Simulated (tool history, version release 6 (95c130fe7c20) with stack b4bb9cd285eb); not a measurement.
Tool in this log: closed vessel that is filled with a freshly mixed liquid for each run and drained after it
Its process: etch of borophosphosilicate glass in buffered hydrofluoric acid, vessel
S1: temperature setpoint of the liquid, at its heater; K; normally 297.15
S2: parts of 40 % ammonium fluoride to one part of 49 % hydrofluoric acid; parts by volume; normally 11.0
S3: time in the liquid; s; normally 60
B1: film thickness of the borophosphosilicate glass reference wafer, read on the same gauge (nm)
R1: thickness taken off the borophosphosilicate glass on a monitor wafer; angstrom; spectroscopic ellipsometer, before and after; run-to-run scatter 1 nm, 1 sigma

run	hour	S1	S2	S3	B1	R1
1	0.0	297.15	10.0	60	120.01	1336.0
2	33.5	297.15	10.0	60	119.99	1337.9
3	66.1	297.15	11.0	60	119.99	1220.7
4	117.2	297.15	11.0	60	119.99	1242.0
5	162.1	297.15	11.0	60	120.02	1203.4
6	229.6	297.15	11.0	60	120.00	1213.5
7	263.7	297.15	11.0	60	120.01	1221.1
8	299.0	297.15	11.0	60	119.94	1248.9
9	359.5	297.15	11.0	45	120.01	925.2
10	420.6	297.15	11.0	45	119.97	940.0
11	448.9	297.15	11.0	60	119.97	1237.1
# hour 549.0: gauge calibrated
12	558.1	293.15	7.5	60	119.98	1451.6
13	626.3	295.15	12.5	60	119.99	1016.2
# hour 646.5: thermometer replaced
# hour 647.8: hydrofluoric acid flow meter replaced
14	663.0	293.15	7.0	30	120.05	751.1
15	696.8	292.15	8.5	60	120.00	1139.1
16	752.8	297.15	11.0	60	120.00	1219.9
17	807.2	297.15	11.0	60	120.01	1244.0
18	845.2	297.15	15.0	90	119.95	1341.9
19	871.0	297.15	11.0	60	119.97	1231.2
20	932.1	301.65	13.5	80	120.03	1704.9
21	984.9	293.65	12.5	60	119.97	891.3

What if the next run were any one of these 3? Each begins from the tool's condition after run 21:
A	985.6	297.15	11.0	50	?	?
B	985.6	295.65	11.0	30	?	?
C	985.6	292.65	15.0	85	?	?

run	B1	R1
A	119.98	1020.8
B	119.98	564.8
C	119.98	1000.0
With no hidden state in the tool, these same runs would have given:
run	R1
A	994.8
B	550.3
C	973.7
